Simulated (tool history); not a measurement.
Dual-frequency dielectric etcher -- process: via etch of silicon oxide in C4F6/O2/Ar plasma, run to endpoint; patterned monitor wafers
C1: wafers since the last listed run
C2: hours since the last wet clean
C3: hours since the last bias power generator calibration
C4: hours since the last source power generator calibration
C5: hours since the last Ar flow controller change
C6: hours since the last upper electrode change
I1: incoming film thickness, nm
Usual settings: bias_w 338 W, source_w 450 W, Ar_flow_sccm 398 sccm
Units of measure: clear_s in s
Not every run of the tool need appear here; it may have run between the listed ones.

Run 1, day 0.000: usual settings but bias_w 287 W; C1 0; C2 207.7; C3 2006.8; C4 3054.2; C5 3790.6; C6 3026.4; I1 68.3. Result: clear_s 18.7 s.
At day 13.875: wet clean of the chamber.
Run 2, day 13.896: usual settings; C1 4574; C2 0.5; C3 2340.3; C4 3387.7; C5 4124.1; C6 3359.9; I1 68.4. Result: clear_s 18.1 s.
Run 3, day 16.400: usual settings; C1 888; C2 60.6; C3 2400.4; C4 3447.8; C5 4184.2; C6 3420.0; I1 68.0. Result: clear_s 17.8 s.
Run 4, day 20.533: usual settings; C1 1466; C2 159.8; C3 2499.6; C4 3547.0; C5 4283.4; C6 3519.2; I1 68.0. Result: clear_s 17.8 s.
Run 5, day 24.096: usual settings but bias_w 395 W; C1 1263; C2 245.3; C3 2585.1; C4 3632.5; C5 4368.9; C6 3604.7; I1 68.8. Result: clear_s 17.0 s.
Run 6, day 26.662: usual settings; C1 910; C2 306.9; C3 2646.7; C4 3694.1; C5 4430.5; C6 3666.3; I1 68.1. Result: clear_s 17.8 s.
Run 7, day 29.725: usual settings; C1 1086; C2 380.4; C3 2720.2; C4 3767.6; C5 4504.0; C6 3739.8; I1 68.6. Result: clear_s 17.8 s.
Run 8, day 33.250: usual settings; C1 1250; C2 465.0; C3 2804.8; C4 3852.2; C5 4588.6; C6 3824.4; I1 68.0. Result: clear_s 17.6 s.
At day 37.571: source power generator calibrated.
At day 40.058: wet clean of the chamber.
Run 9, day 42.412: usual settings; C1 2836; C2 56.5; C3 3024.7; C4 116.2; C5 4808.5; C6 4044.3; I1 68.1. Result: clear_s 18.0 s.
Run 10, day 45.429: usual settings; C1 1070; C2 128.9; C3 3097.1; C4 188.6; C5 4880.9; C6 4116.7; I1 68.7. Result: clear_s 18.2 s.
Run 11, day 47.054: usual settings; C1 576; C2 167.9; C3 3136.1; C4 227.6; C5 4919.9; C6 4155.7; I1 68.1. Result: clear_s 18.0 s.
Run 12, day 51.162: usual settings; C1 1457; C2 266.5; C3 3234.7; C4 326.2; C5 5018.5; C6 4254.3; I1 68.5. Result: clear_s 18.0 s.
Run 13, day 54.346: usual settings but bias_w 389 W; C1 1129; C2 342.9; C3 3311.1; C4 402.6; C5 5094.9; C6 4330.7; I1 69.4. Result: clear_s 17.3 s.
Run 14, day 56.688: usual settings but source_w 520 W, Ar_flow_sccm 354 sccm; C1 830; C2 399.1; C3 3367.3; C4 458.8; C5 5151.1; C6 4386.9; I1 68.5. Result: clear_s 16.6 s.
Run 15, day 58.433: usual settings; C1 619; C2 441.0; C3 3409.2; C4 500.7; C5 5193.0; C6 4428.8; I1 68.5. Result: clear_s 17.8 s.
At day 62.004: upper electrode replaced.
Run 16, day 62.604: usual settings but source_w 520 W; C1 1124; C2 541.1; C3 3509.3; C4 600.8; C5 5293.1; C6 14.4; I1 69.0. Result: clear_s 16.9 s.
At day 64.679: bias power generator calibrated.
At day 64.958: wet clean of the chamber.
Run 17, day 71.604: usual settings; C1 3035; C2 159.5; C3 166.2; C4 816.8; C5 5509.1; C6 230.4; I1 68.6. Result: clear_s 17.7 s.
At day 74.742: Ar flow controller replaced.
Run 18, day 75.904: usual settings but bias_w 393 W; C1 1436; C2 262.7; C3 269.4; C4 920.0; C5 27.9; C6 333.6; I1 68.0. Result: clear_s 16.6 s.
Run 19, day 78.588: usual settings but bias_w 274 W, source_w 520 W, Ar_flow_sccm 324 sccm; C1 951; C2 327.1; C3 333.8; C4 984.4; C5 92.3; C6 398.0; I1 68.7. Result: clear_s 17.3 s.
Run 20, day 82.475: usual settings but source_w 520 W; C1 1379; C2 420.4; C3 427.1; C4 1077.7; C5 185.6; C6 491.3; I1 68.5. Result: clear_s 16.4 s.
Run 21, day 84.183: usual settings but bias_w 302 W, Ar_flow_sccm 475 sccm; C1 606; C2 461.4; C3 468.1; C4 1118.7; C5 226.6; C6 532.3; I1 68.2. Result: clear_s 18.4 s.
Run 22, day 87.125: usual settings but bias_w 370 W, source_w 530 W; C1 1043; C2 532.0; C3 538.7; C4 1189.3; C5 297.2; C6 602.9; I1 68.5. Result: clear_s 15.8 s.
Run 23, day 89.683: usual settings; C1 907; C2 593.4; C3 600.1; C4 1250.7; C5 358.6; C6 664.3; I1 69.0. Result: clear_s 17.5 s.
At day 94.025: wet clean of the chamber.
Run 24, day 94.046: usual settings but bias_w 258 W, source_w 550 W, Ar_flow_sccm 318 sccm; C1 1192; C2 0.5; C3 704.8; C4 1355.4; C5 463.3; C6 769.0; I1 68.0. Result: clear_s 17.4 s.
Run 25, day 103.900: usual settings but Ar_flow_sccm 343 sccm; C1 3495; C2 237.0; C3 941.3; C4 1591.9; C5 699.8; C6 1005.5; I1 68.0. Result: clear_s 17.4 s.
Run 26, day 113.021: usual settings but source_w 400 W, Ar_flow_sccm 373 sccm; C1 3235; C2 455.9; C3 1160.2; C4 1810.8; C5 918.7; C6 1224.4; I1 68.1. Result: clear_s 18.4 s.
Run 27, day 114.542: usual settings; C1 539; C2 492.4; C3 1196.7; C4 1847.3; C5 955.2; C6 1260.9; I1 68.3. Result: clear_s 17.6 s.
Run 28, day 116.825: usual settings but bias_w 294 W, Ar_flow_sccm 342 sccm; C1 809; C2 547.2; C3 1251.5; C4 1902.1; C5 1010.0; C6 1315.7; I1 68.2. Result: clear_s 18.0 s.

Branching from run 28: 5 alternative next runs. What would each branch give?
Run A, day 116.842: usual settings but bias_w 264 W; C1 5; C2 547.6; C3 1251.9; C4 1902.5; C5 1010.4; C6 1316.1; I1 68.2. Result: clear_s ?.
Run B, day 116.842: usual settings but bias_w 379 W, source_w 400 W, Ar_flow_sccm 355 sccm; C1 5; C2 547.6; C3 1251.9; C4 1902.5; C5 1010.4; C6 1316.1; I1 68.2. Result: clear_s ?.
Run C, day 116.842: usual settings but bias_w 293 W, source_w 520 W, Ar_flow_sccm 330 sccm; C1 5; C2 547.6; C3 1251.9; C4 1902.5; C5 1010.4; C6 1316.1; I1 68.2. Result: clear_s ?.
Run D, day 116.842: usual settings but bias_w 290 W, source_w 550 W; C1 5; C2 547.6; C3 1251.9; C4 1902.5; C5 1010.4; C6 1316.1; I1 68.2. Result: clear_s ?.
Run E, day 116.842: usual settings but source_w 340 W, Ar_flow_sccm 360 sccm; C1 5; C2 547.6; C3 1251.9; C4 1902.5; C5 1010.4; C6 1316.1; I1 68.2. Result: clear_s ?.

run  clear_s
  A     18.9
  B     17.4
  C     16.8
  D     16.8
  E     19.5
Without the tool's hidden state the same runs would have given:
run  clear_s
  A     19.1
  B     17.6
  C     17.0
  D     17.0
  E     19.7
